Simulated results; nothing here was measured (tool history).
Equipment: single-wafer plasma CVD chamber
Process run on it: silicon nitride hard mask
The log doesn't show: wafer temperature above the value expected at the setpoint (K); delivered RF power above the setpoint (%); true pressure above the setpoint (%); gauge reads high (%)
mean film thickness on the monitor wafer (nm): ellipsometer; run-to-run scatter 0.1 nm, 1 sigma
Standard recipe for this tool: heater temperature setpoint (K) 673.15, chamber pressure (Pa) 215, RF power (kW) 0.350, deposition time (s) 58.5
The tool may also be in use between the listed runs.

run   hour  heater temperature setpoint (K)  chamber pressure (Pa)  RF power (kW)  deposition time (s)  wafers since the last listed run  hours since the last thermocouple change  hours since the last RF generator calibration  hours since the last manometer calibration  hours since the showerhead was replaced  hours since the gauge calibration  read-back reference wafer on the same gauge, thickness_nm  mean film thickness on the monitor wafer (nm)
  1    0.0                           673.15                    257          0.350                 52.4                                 0                                    2490.6                                         1250.5                                      2151.5                                     21.2                              449.3                                                     74.304                                         62.781
  2   13.4                           673.15                    215          0.350                 58.5                               333                                    2504.0                                         1263.9                                      2164.9                                     34.6                              462.7                                                     74.308                                         67.169
  3   23.0                           677.15                    215          0.350                 52.0                               238                                    2513.6                                         1273.5                                      2174.5                                     44.2                              472.3                                                     74.309                                         59.586
  4   29.7                           677.15                    215          0.350                 52.0                               166                                    2520.3                                         1280.2                                      2181.2                                     50.9                              479.0                                                     74.289                                         59.630
      90.8  -- thermocouple changed; heater temperature recalibrated
  5   91.3                           677.15                    215          0.350                 52.0                              1334                                       0.5                                         1341.8                                      2242.8                                    112.5                              540.6                                                     74.312                                         59.535
  6   98.5                           673.15                    215          0.350                 58.5                               179                                       7.7                                         1349.0                                      2250.0                                    119.7                              547.8                                                     74.305                                         67.182
     104.2  -- gauge calibrated
  7  114.9                           685.15                    241          0.315                 63.6                               408                                      24.1                                         1365.4                                      2266.4                                    136.1                               10.7                                                     74.298                                         66.912
  8  121.4                           661.15                    215          0.295                 65.9                               161                                      30.6                                         1371.9                                      2272.9                                    142.6                               17.2                                                     74.309                                         63.132
  9  132.8                           673.15                    215          0.350                 58.5                               283                                      42.0                                         1383.3                                      2284.3                                    154.0                               28.6                                                     74.307                                         67.121
 10  145.1                           677.15                    229          0.350                 58.5                               306                                      54.3                                         1395.6                                      2296.6                                    166.3                               40.9                                                     74.292                                         68.119
 11  160.9                           673.15                    215          0.350                 58.5                               393                                      70.1                                         1411.4                                      2312.4                                    182.1                               56.7                                                     74.294                                         67.082
 12  168.5                           659.15                    252          0.350                 67.6                               189                                      77.7                                         1419.0                                      2320.0                                    189.7                               64.3                                                     74.324                                         81.086
     191.8  -- capacitance manometer re-zeroed and calibrated
 13  192.3                           681.15                    232          0.350                 58.5                               393                                     101.5                                         1442.8                                         0.5                                    213.5                               88.1                                                     74.272                                         68.289
 14  193.3                           673.15                    235          0.415                 47.3                                24                                     102.5                                         1443.8                                         1.5                                    214.5                               89.1                                                     74.306                                         64.628
 15  203.1                           681.15                    239          0.380                 53.3                               243                                     112.3                                         1453.6                                        11.3                                    224.3                               98.9                                                     74.314                                         67.720
 16  214.9                           673.15                    233          0.300                 58.5                               293                                     124.1                                         1465.4                                        23.1                                    236.1                              110.7                                                     74.310                                         58.033
 17  224.9                           681.15                    232          0.350                 58.5                               248                                     134.1                                         1475.4                                        33.1                                    246.1                              120.7                                                     74.311                                         68.254
     234.6  -- RF generator calibrated
 18  235.1                           673.15                    215          0.280                 58.5                                54                                     144.3                                            0.5                                        43.3                                    256.3                              130.9                                                     74.306                                         53.137
 19  241.6                           673.15                    172          0.350                 68.3                               161                                     150.8                                            7.0                                        49.8                                    262.8                              137.4                                                     74.311                                         75.250
 20  251.2                           673.15                    215          0.350                 58.5                               238                                     160.4                                           16.6                                        59.4                                    272.4                              147.0                                                     74.307                                         67.913
 21  265.9                           687.15                    215          0.350                 55.1                               365                                     175.1                                           31.3                                        74.1                                    287.1                              161.7                                                     74.309                                         63.642
 22  282.5                           680.15                    169          0.290                 51.1                               413                                     191.7                                           47.9                                        90.7                                    303.7                              178.3                                                     74.284                                         45.330
 23  294.5                           673.15                    215          0.280                 47.2                               298                                     203.7                                           59.9                                       102.7                                    315.7                              190.3                                                     74.284                                         42.601
 24  302.5                           673.15                    215          0.350                 58.5                               199                                     211.7                                           67.9                                       110.7                                    323.7                              198.3                                                     74.307                                         67.891
 25  314.9                           673.15                    199          0.350                 58.5                               308                                     224.1                                           80.3                                       123.1                                    336.1                              210.7                                                     74.306                                         66.682
 26  332.0                           687.15                    215          0.350                 55.1                               425                                     241.2                                           97.4                                       140.2                                    353.2                              227.8                                                     74.307                                         63.517
 27  340.4                           673.15                    215          0.350                 58.5                               209                                     249.6                                          105.8                                       148.6                                    361.6                              236.2                                                     74.303                                         67.942
 28  354.9                           660.15                    215          0.370                 63.2                               360                                     264.1                                          120.3                                       163.1                                    376.1                              250.7                                                     74.291                                         77.713
 29  371.1                           659.15                    249          0.300                 62.3                               403                                     280.3                                          136.5                                       179.3                                    392.3                              266.9                                                     74.314                                         63.781
 30  385.8                           663.15                    215          0.350                 58.5                               365                                     295.0                                          151.2                                       194.0                                    407.0                              281.6                                                     74.320                                         68.101

Consider 3 possible next runs. They are alternatives, not a sequence: every one starts from the tool as it was left by run 30. What does each give?
  A  386.2                           673.15                    215          0.295                 58.5                                 9                                     295.4                                          151.6                                       194.4                                    407.4                              282.0                                                          ?                                              ?
  B  386.2                           673.15                    215          0.350                 69.3                                 9                                     295.4                                          151.6                                       194.4                                    407.4                              282.0                                                          ?                                              ?
  C  386.2                           673.15                    245          0.350                 65.8                                 9                                     295.4                                          151.6                                       194.4                                    407.4                              282.0                                                          ?                                              ?

run  read-back reference wafer on the same gauge, thickness_nm  mean film thickness on the monitor wafer (nm)
  A                                                     74.280                                         56.269
  B                                                     74.280                                         80.202
  C                                                     74.280                                         78.625
Without the tool's hidden state the same runs would have given:
run  mean film thickness on the monitor wafer (nm)
  A                                         56.703
  B                                         80.753
  C                                         79.165
